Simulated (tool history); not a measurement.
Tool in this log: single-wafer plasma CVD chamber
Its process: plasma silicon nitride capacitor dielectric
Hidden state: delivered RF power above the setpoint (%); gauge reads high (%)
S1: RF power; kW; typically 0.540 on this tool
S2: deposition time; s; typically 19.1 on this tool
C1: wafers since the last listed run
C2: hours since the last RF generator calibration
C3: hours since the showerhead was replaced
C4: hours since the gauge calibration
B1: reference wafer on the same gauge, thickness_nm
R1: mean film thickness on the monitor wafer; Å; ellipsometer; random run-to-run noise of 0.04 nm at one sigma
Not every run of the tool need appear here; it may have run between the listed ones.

| run | hour | S1 | S2 | C1 | C2 | C3 | C4 | B1 | R1 |
|---|---|---|---|---|---|---|---|---|---|
| 1 | 0.0 | 0.490 | 19.1 | 0 | 1877.7 | 4186.1 | 207.3 | 29.083 | 254.42 |
| 2 | 15.0 | 0.490 | 19.1 | 381 | 1892.7 | 4201.1 | 222.3 | 29.083 | 253.73 |
| 3 | 21.2 | 0.490 | 19.1 | 157 | 1898.9 | 4207.3 | 228.5 | 29.103 | 254.41 |
| 4 | 31.2 | 0.540 | 19.1 | 254 | 1908.9 | 4217.3 | 238.5 | 29.099 | 261.80 |
| 5 | 46.2 | 0.540 | 19.1 | 381 | 1923.9 | 4232.3 | 253.5 | 29.085 | 262.04 |
| 6 | 56.2 | 0.540 | 19.1 | 254 | 1933.9 | 4242.3 | 263.5 | 29.106 | 261.35 |
| 7 | 70.7 | 0.570 | 18.2 | 369 | 1948.4 | 4256.8 | 278.0 | 29.087 | 253.59 |
| 8 | 84.9 | 0.570 | 18.2 | 361 | 1962.6 | 4271.0 | 292.2 | 29.095 | 253.73 |
| 9 | 100.2 | 0.570 | 18.2 | 389 | 1977.9 | 4286.3 | 307.5 | 29.091 | 253.34 |
| 10 | 111.2 | 0.565 | 19.1 | 280 | 1988.9 | 4297.3 | 318.5 | 29.100 | 265.24 |
| 11 | 117.5 | 0.565 | 19.1 | 160 | 1995.2 | 4303.6 | 324.8 | 29.103 | 265.25 |
|  | 119.1 | gauge calibrated |
| 12 | 131.9 | 0.565 | 19.1 | 366 | 2009.6 | 4318.0 | 12.8 | 29.104 | 264.96 |
| 13 | 145.0 | 0.605 | 19.1 | 333 | 2022.7 | 4331.1 | 25.9 | 29.123 | 270.99 |
| 14 | 161.7 | 0.605 | 19.1 | 425 | 2039.4 | 4347.8 | 42.6 | 29.123 | 271.06 |
| 15 | 183.9 | 0.540 | 19.1 | 565 | 2061.6 | 4370.0 | 64.8 | 29.090 | 260.73 |
| 16 | 194.0 | 0.540 | 19.1 | 257 | 2071.7 | 4380.1 | 74.9 | 29.093 | 260.85 |
| 17 | 201.7 | 0.540 | 19.1 | 196 | 2079.4 | 4387.8 | 82.6 | 29.116 | 261.00 |
| 18 | 215.2 | 0.540 | 16.4 | 343 | 2092.9 | 4401.3 | 96.1 | 29.103 | 224.43 |
| 19 | 227.5 | 0.540 | 16.4 | 313 | 2105.2 | 4413.6 | 108.4 | 29.095 | 224.06 |
| 20 | 235.7 | 0.540 | 19.1 | 208 | 2113.4 | 4421.8 | 116.6 | 29.089 | 261.37 |
| 21 | 243.0 | 0.540 | 19.1 | 185 | 2120.7 | 4429.1 | 123.9 | 29.113 | 261.12 |
| 22 | 253.7 | 0.540 | 19.1 | 272 | 2131.4 | 4439.8 | 134.6 | 29.075 | 261.29 |
| 23 | 284.4 | 0.600 | 16.6 | 781 | 2162.1 | 4470.5 | 165.3 | 29.104 | 233.32 |
| 24 | 300.7 | 0.540 | 19.1 | 415 | 2178.4 | 4486.8 | 181.6 | 29.101 | 261.08 |
| 25 | 311.7 | 0.630 | 17.8 | 280 | 2189.4 | 4497.8 | 192.6 | 29.102 | 254.54 |
| 26 | 318.9 | 0.540 | 19.1 | 183 | 2196.6 | 4505.0 | 199.8 | 29.079 | 260.87 |
| 27 | 333.9 | 0.540 | 19.1 | 381 | 2211.6 | 4520.0 | 214.8 | 29.097 | 260.58 |
| 28 | 343.2 | 0.505 | 17.2 | 236 | 2220.9 | 4529.3 | 224.1 | 29.098 | 230.06 |
| 29 | 360.3 | 0.565 | 17.4 | 435 | 2238.0 | 4546.4 | 241.2 | 29.095 | 240.95 |
|  | 372.8 | RF generator calibrated |
| 30 | 373.3 | 0.505 | 19.1 | 127 | 0.5 | 4559.4 | 254.2 | 29.107 | 261.74 |
|  | 378.6 | gauge calibrated |
| 31 | 381.0 | 0.580 | 19.1 | 196 | 8.2 | 4567.1 | 2.4 | 29.122 | 273.67 |
|  | 389.5 | showerhead replaced |
| 32 | 397.8 | 0.490 | 16.0 | 224 | 25.0 | 8.3 | 19.2 | 29.110 | 217.72 |
| 33 | 406.3 | 0.600 | 21.2 | 216 | 33.5 | 16.8 | 27.7 | 29.085 | 306.83 |
| 34 | 420.8 | 0.570 | 18.2 | 369 | 48.0 | 31.3 | 42.2 | 29.093 | 258.45 |
| 35 | 431.1 | 0.540 | 19.1 | 262 | 58.3 | 41.6 | 52.5 | 29.106 | 266.81 |
| 36 | 442.4 | 0.495 | 20.3 | 287 | 69.6 | 52.9 | 63.8 | 29.099 | 275.65 |
| 37 | 455.0 | 0.610 | 15.6 | 320 | 82.2 | 65.5 | 76.4 | 29.104 | 226.64 |
| 38 | 470.7 | 0.540 | 19.1 | 399 | 97.9 | 81.2 | 92.1 | 29.085 | 266.60 |
| 39 | 484.7 | 0.645 | 22.8 | 356 | 111.9 | 95.2 | 106.1 | 29.100 | 336.08 |
| 40 | 502.3 | 0.570 | 20.8 | 448 | 129.5 | 112.8 | 123.7 | 29.078 | 295.85 |
| 41 | 514.6 | 0.640 | 21.9 | 313 | 141.8 | 125.1 | 136.0 | 29.099 | 322.41 |
| 42 | 527.6 | 0.495 | 21.0 | 331 | 154.8 | 138.1 | 149.0 | 29.102 | 285.55 |

Consider 5 possible next runs. They are alternatives, not a sequence: every one starts from the tool as it was left by run 42. What does each give?
| A | 528.0 | 0.540 | 19.1 | 10 | 155.2 | 138.5 | 149.4 | ? | ? |
| B | 528.0 | 0.435 | 15.9 | 10 | 155.2 | 138.5 | 149.4 | ? | ? |
| C | 528.0 | 0.455 | 16.5 | 10 | 155.2 | 138.5 | 149.4 | ? | ? |
| D | 528.0 | 0.640 | 19.1 | 10 | 155.2 | 138.5 | 149.4 | ? | ? |
| E | 528.0 | 0.465 | 20.4 | 10 | 155.2 | 138.5 | 149.4 | ? | ? |

| run | B1 | R1 |
|---|---|---|
| A | 29.115 | 266.61 |
| B | 29.115 | 207.62 |
| C | 29.115 | 218.47 |
| D | 29.115 | 280.88 |
| E | 29.115 | 271.93 |
With the hidden condition removed and each run's random variation left untouched, the same runs would have given:
| run | R1 |
|---|---|
| A | 267.78 |
| B | 208.53 |
| C | 219.43 |
| D | 282.12 |
| E | 273.12 |

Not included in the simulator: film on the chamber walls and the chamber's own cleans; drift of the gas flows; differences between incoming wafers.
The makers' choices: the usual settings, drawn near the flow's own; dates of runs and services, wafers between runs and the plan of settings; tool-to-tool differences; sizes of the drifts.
